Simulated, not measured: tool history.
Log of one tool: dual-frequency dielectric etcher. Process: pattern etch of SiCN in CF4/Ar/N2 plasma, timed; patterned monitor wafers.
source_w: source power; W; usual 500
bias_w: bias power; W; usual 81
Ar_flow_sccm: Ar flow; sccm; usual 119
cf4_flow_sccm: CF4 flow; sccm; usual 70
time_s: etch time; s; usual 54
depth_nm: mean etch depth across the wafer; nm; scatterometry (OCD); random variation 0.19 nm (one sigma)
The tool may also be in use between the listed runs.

run   hour  source_w  bias_w  Ar_flow_sccm  cf4_flow_sccm  time_s  wafers since the last listed run  hours since the last wet clean  hours since the last source power generator calibration  hours since the last bias power generator calibration  hours since the last Ar flow controller change  hours since the last CF4 flow controller change  hours since the last upper electrode change  hours since the gauge calibration  read-back reference wafer on the same gauge, depth_nm  depth_nm
  1      0       420      81           132             70      54                                 0                           309.2                                                   1302.3                                                 4068.4                                          4121.5                                           5112.2                                       2900.9                                347                                                   44.5      50.6
  2   24.6       500      81           119             78      54                               289                           333.8                                                   1326.9                                                   4093                                          4146.1                                           5136.8                                       2925.5                              371.6                                                   44.5      57.6
      36.2  -- CF4 flow controller replaced
  3   41.1       500      81           119             78      54                               123                           350.3                                                   1343.4                                                 4109.5                                          4162.6                                              4.9                                         2942                              388.1                                                   44.5        58
      73.5  -- wet clean of the chamber
  4     74       500      81           119             78      54                               104                             0.5                                                   1376.3                                                 4142.4                                          4195.5                                             37.8                                       2974.9                                421                                                   44.5      52.3
  5   93.7       500      81           119             70      54                               231                            20.2                                                     1396                                                 4162.1                                          4215.2                                             57.5                                       2994.6                              440.7                                                   44.5      51.5
  6  127.9       500      81           141             62      54                               402                            54.4                                                   1430.2                                                 4196.3                                          4249.4                                             91.7                                       3028.8                              474.9                                                   44.5      49.4
  7  148.2       500      90            98             70      48                               238                            74.7                                                   1450.5                                                 4216.6                                          4269.7                                              112                                       3049.1                              495.2                                                   44.5      48.7
  8  171.8       550      87           119             79      54                               277                            98.3                                                   1474.1                                                 4240.2                                          4293.3                                            135.6                                       3072.7                              518.8                                                   44.5      57.3
  9  184.5       500      81           119             70      54                               149                             111                                                   1486.8                                                 4252.9                                            4306                                            148.3                                       3085.4                              531.5                                                   44.5      52.1
     207.6  -- bias power generator calibrated
       225  -- wet clean of the chamber, repeated, since the last time left the tool worse
 10  225.5       450      88           119             70    38.5                               230                             0.5                                                   1527.8                                                   17.9                                            4347                                            189.3                                       3126.4                              572.5                                                   44.5      37.8
     246.3  -- Ar flow controller replaced
 11  249.2       460      81           119             58      47                               208                            24.2                                                   1551.5                                                   41.6                                             2.9                                              213                                       3150.1                              596.2                                                   44.5      44.2
 12  272.3       500      81           119             56      54                               271                            47.3                                                   1574.6                                                   64.7                                              26                                            236.1                                       3173.2                              619.3                                                   44.5      52.7
     305.7  -- gauge calibrated
 13  308.2       500      81           119             70      54                               422                            83.2                                                   1610.5                                                  100.6                                            61.9                                              272                                       3209.1                                2.5                                                   44.5      55.4
     322.5  -- source power generator calibrated
 14  330.9       500      81           105             75    40.5                               220                           105.9                                                      8.4                                                  123.3                                            84.6                                            294.7                                       3231.8                               25.2                                                   44.5        43
     355.8  -- upper electrode replaced
 15  356.3       620      81           103             70      54                                16                           131.3                                                     33.8                                                  148.7                                             110                                            320.1                                          0.5                               50.6                                                   44.5      64.8
 16  382.5       430      81           146             59    46.5                               308                           157.5                                                       60                                                  174.9                                           136.2                                            346.3                                         26.7                               76.8                                                   44.5      41.5
 17  468.6       500      81           104             70      54                              1013                           243.6                                                    146.1                                                    261                                           222.3                                            432.4                                        112.8                              162.9                                                   44.5      57.3
 18  492.3       440      81           127             54      66                               278                           267.3                                                    169.8                                                  284.7                                             246                                            456.1                                        136.5                              186.6                                                   44.5      60.3
 19  511.1       500      81           119             70      54                               221                           286.1                                                    188.6                                                  303.5                                           264.8                                            474.9                                        155.3                              205.4                                                   44.5      56.5
 20  537.9       390      81           119             59      54                               315                           312.9                                                    215.4                                                  330.3                                           291.6                                            501.7                                        182.1                              232.2                                                   44.5      47.8

5 ways to go on from here, each from the tool as it stands after run 20. What would each give?
  A  538.3       500      81           119             70    65.5                                 4                           313.3                                                    215.8                                                  330.7                                             292                                            502.1                                        182.5                              232.6                                                      ?         ?
  B  538.3       500      81           119             53      54                                 4                           313.3                                                    215.8                                                  330.7                                             292                                            502.1                                        182.5                              232.6                                                      ?         ?
  C  538.3       500      81           107             70      54                                 4                           313.3                                                    215.8                                                  330.7                                             292                                            502.1                                        182.5                              232.6                                                      ?         ?
  D  538.3       410      81           134             87      54                                 4                           313.3                                                    215.8                                                  330.7                                             292                                            502.1                                        182.5                              232.6                                                      ?         ?
  E  538.3       400      96            99             70      65                                 4                           313.3                                                    215.8                                                  330.7                                             292                                            502.1                                        182.5                              232.6                                                      ?         ?

run  read-back reference wafer on the same gauge, depth_nm  depth_nm
  A                                                   44.5        69
  B                                                   44.5      53.7
  C                                                   44.5      57.7
  D                                                   44.5      52.1
  E                                                   44.5        65
Without the tool's hidden state the same runs would have given:
run  depth_nm
  A      66.8
  B        52
  C      55.9
  D      50.5
  E      62.9
